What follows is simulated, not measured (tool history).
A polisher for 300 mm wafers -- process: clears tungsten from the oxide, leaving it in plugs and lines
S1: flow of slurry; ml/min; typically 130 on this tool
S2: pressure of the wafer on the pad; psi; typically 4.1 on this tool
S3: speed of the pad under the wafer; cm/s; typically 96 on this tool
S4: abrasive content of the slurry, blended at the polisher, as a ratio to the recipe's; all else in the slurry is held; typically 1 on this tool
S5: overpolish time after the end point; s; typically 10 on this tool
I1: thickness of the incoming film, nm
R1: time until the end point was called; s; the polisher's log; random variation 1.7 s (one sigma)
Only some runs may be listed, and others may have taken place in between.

run,hour,S1,S2,S3,S4,S5,I1,R1
1,0,130,4.1,96,1,10,433.7,103.6
2,75.6,130,3.4,96,1,10,431.3,124.1
3,163.2,130,3.4,96,1,10,428.1,122.3
4,205.8,130,3.4,96,1,10,436,128.6
5,297,130,4.1,96,1,10,430.9,112.6
# hour 320: worn pad replaced by a new one
# hour 327: slurry tank refilled with fresh slurry and peroxide
# hour 375.6: slurry nozzle cleaned
6,404.6,130,4.1,96,1,10,426.5,99.3
7,448.6,130,4.1,96,1,10,430.8,104.6
# hour 467.1: head pressure recalibrated
# hour 507: slurry blender recalibrated
8,552.5,130,4.1,96,1,10,434.8,99.5
9,589.4,165,4.1,96,1,6,435.2,100.9
10,642.9,100,4.1,96,1,10,424.8,106.8
11,738.6,130,4.1,96,1,10,426.9,105.9
12,779.2,130,5.1,96,1,13,430.4,87.5
# hour 871.7: worn pad replaced by a new one
13,882.8,130,4.8,68,1,10,428.3,121.2
# hour 938.9: slurry tank refilled with fresh slurry and peroxide
14,948.2,130,5.3,96,1,10,424.6,78.4
15,1042.2,130,4.1,114,0.9,14,428.4,93.5
# hour 1070.6: slurry blender recalibrated
# hour 1071.4: slurry nozzle cleaned
# hour 1116: head pressure recalibrated
16,1135,130,4.1,96,1,10,431.5,103.4
17,1173.7,130,4.1,74,0.85,6,423.4,140.4
18,1256.8,130,4.1,82,0.75,10,425.5,137.8
# hour 1418.1: worn pad replaced by a new one
19,1527.4,115,3.5,96,1,8,432.6,126.1
# hour 1540.6: slurry tank refilled with fresh slurry and peroxide
# hour 1636.1: slurry blender recalibrated
# hour 1666.4: slurry nozzle cleaned
# hour 1693.6: head pressure recalibrated
20,1760.2,130,4.1,96,1.25,10,429.2,94.5
21,1810,130,2.8,96,1,12,432.5,156.9
# hour 1889.2: worn pad replaced by a new one
22,1896.8,115,2.7,82,1,6,428.2,170.7
23,1993.8,130,4.1,96,1,10,431,101.4
24,2090.2,105,3.6,110,1.15,10,430.9,103.4
# hour 2141: slurry blender recalibrated
# hour 2155.1: slurry tank refilled with fresh slurry and peroxide
25,2169,130,4.1,96,0.75,7,431.4,109.1

Here are 5 independent what-if runs from the current tool condition. What would each one return?
A,2169.5,130,4.1,78,1,10,429.7,?
B,2169.5,115,4.1,96,1,10,429.7,?
C,2169.5,130,4.1,96,1.15,10,429.7,?
D,2169.5,130,4.1,96,1.2,10,429.7,?
E,2169.5,130,4.7,96,1,10,429.7,?

run,R1
A,126.8
B,105.2
C,99.2
D,98
E,90.2
Without the tool's unlogged condition, the same runs would have read:
run,R1
A,117
B,97.2
C,91.6
D,90.4
E,83.3
